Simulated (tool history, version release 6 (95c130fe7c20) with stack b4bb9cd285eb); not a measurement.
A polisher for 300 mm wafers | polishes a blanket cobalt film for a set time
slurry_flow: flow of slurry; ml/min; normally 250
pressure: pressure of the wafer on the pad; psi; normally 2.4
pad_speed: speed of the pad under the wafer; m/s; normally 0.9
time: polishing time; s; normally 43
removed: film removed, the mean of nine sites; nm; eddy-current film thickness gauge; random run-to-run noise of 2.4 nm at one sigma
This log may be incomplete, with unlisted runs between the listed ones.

run,hour,slurry_flow,pressure,pad_speed,time,wafers since the last listed run,wafers polished on this pad,hours since the slurry nozzle was cleaned,hours since the head pressure was calibrated,"incoming thickness of the incoming film, nm",removed
1,0,250,2.4,0.9,43,0,943,408.4,149.3,1142.7,190.2
2,43.2,250,2.4,0.9,43,574,1518,451.6,192.5,1131.1,189.5
# hour 82.1: worn pad replaced by a new one
3,98.7,250,2.4,0.9,43,684,220,507.1,248,1132.5,187.8
# hour 127.7: slurry nozzle cleaned
4,141.2,250,2.4,0.9,43,551,772,13.5,290.5,1128.1,187.7
5,166.4,250,2.4,0.9,43,335,1107,38.7,315.7,1129.6,187.9
# hour 270.5: worn pad replaced by a new one
6,361.7,250,2.4,0.7,53,2543,1212,234,511,1149.9,182
7,392.4,250,2.4,0.9,43,408,1620,264.7,541.7,1131.1,190.6
# hour 404.2: head pressure recalibrated
# hour 441.9: worn pad replaced by a new one
8,442.4,250,2.4,0.9,43,585,7,314.7,38.2,1137.6,187.2
9,554.6,220,1.8,0.9,53,1491,1499,426.9,150.4,1150.2,185
# hour 595.3: worn pad replaced by a new one
10,598.6,330,2.4,0.9,43,531,44,470.9,194.4,1136.5,198.4
# hour 606: slurry nozzle cleaned
11,632.2,250,2.4,0.9,43,433,477,26.2,228,1125.5,185.7
12,669.4,250,1.6,0.9,47,494,972,63.4,265.2,1109.6,151.8
13,702.8,250,2.4,0.62,30,444,1416,96.8,298.6,1129.6,96.4
14,755.7,250,2.4,0.9,53,703,2119,149.7,351.5,1133.7,233.4
15,785,250,1.6,0.9,47,389,2509,179,380.8,1133.6,150
# hour 795.3: worn pad replaced by a new one
16,854.1,250,2.4,0.9,43,865,782,248.1,449.9,1124.1,186.7
17,894.4,290,2.2,0.9,56,535,1318,288.4,490.2,1121.4,236

What if the next run were any one of these 5? Each begins from the tool's condition after run 17:
A,894.8,250,1.9,0.9,43,5,1323,288.8,490.6,1129.4,?
B,894.8,310,1.9,1.06,32,5,1323,288.8,490.6,1129.4,?
C,894.8,250,1.8,0.9,43,5,1323,288.8,490.6,1129.4,?
D,894.8,250,2.4,0.9,33,5,1323,288.8,490.6,1129.4,?
E,894.8,250,2.4,1.14,43,5,1323,288.8,490.6,1129.4,?

run,removed
A,160.3
B,142.1
C,154.1
D,146.9
E,238.7
Had the tool no hidden state, the same runs would have come out as:
run,removed
A,160.3
B,142.1
C,154.1
D,146.9
E,238.7
